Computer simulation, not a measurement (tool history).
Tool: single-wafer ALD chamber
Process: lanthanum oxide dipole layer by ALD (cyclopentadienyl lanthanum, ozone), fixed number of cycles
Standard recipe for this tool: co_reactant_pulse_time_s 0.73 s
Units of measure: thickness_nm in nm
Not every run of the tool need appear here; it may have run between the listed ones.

run	day	co_reactant_pulse_time_s	read-back reference wafer on the same gauge, thickness_nm	thickness_nm
1	0.000	0.73	0.34	0.410
2	1.383	0.73	0.34	0.408
3	2.600	0.73	0.34	0.407
# day 3.288: showerhead replaced
# day 3.846: thermocouple changed; heater temperature recalibrated
4	3.867	0.73	0.34	0.408
5	5.162	0.73	0.34	0.407
6	5.742	0.73	0.34	0.408
7	7.179	0.73	0.34	0.408
8	10.092	0.73	0.34	0.406
9	11.238	0.73	0.34	0.407
# day 11.808: gauge calibrated
10	11.950	0.73	0.34	0.408
11	12.867	0.80	0.34	0.428
12	13.417	0.73	0.34	0.407
13	14.775	0.91	0.34	0.456
14	15.883	0.53	0.34	0.321
15	16.742	0.56	0.34	0.337
16	17.812	0.59	0.34	0.352
17	18.642	0.73	0.34	0.406
18	19.700	0.66	0.34	0.382
19	21.183	0.66	0.34	0.382
20	22.229	0.73	0.34	0.409
21	23.200	0.73	0.34	0.408
# day 23.908: ozone generator serviced
22	24.550	1.00	0.34	0.481
23	25.758	0.91	0.34	0.461
24	27.108	0.85	0.34	0.449
25	28.217	0.53	0.34	0.329
26	28.858	0.73	0.34	0.414
27	29.667	0.89	0.34	0.457
28	30.433	0.95	0.34	0.468
29	31.354	0.94	0.34	0.466
30	32.096	0.62	0.34	0.371
31	33.354	0.52	0.34	0.321
32	34.467	0.55	0.34	0.336
33	35.567	0.61	0.34	0.364

Consider 5 possible next runs. They are alternatives, not a sequence: every one starts from the tool as it was left by run 33. What does each give?
A	35.583	0.73	?	?
B	35.583	0.50	?	?
C	35.583	0.86	?	?
D	35.583	0.98	?	?
E	35.583	0.64	?	?

run	read-back reference wafer on the same gauge, thickness_nm	thickness_nm
A	0.34	0.411
B	0.34	0.308
C	0.34	0.447
D	0.34	0.472
E	0.34	0.378
Without the tool's unlogged condition, the same runs would have read:
run	thickness_nm
A	0.416
B	0.314
C	0.452
D	0.476
E	0.383
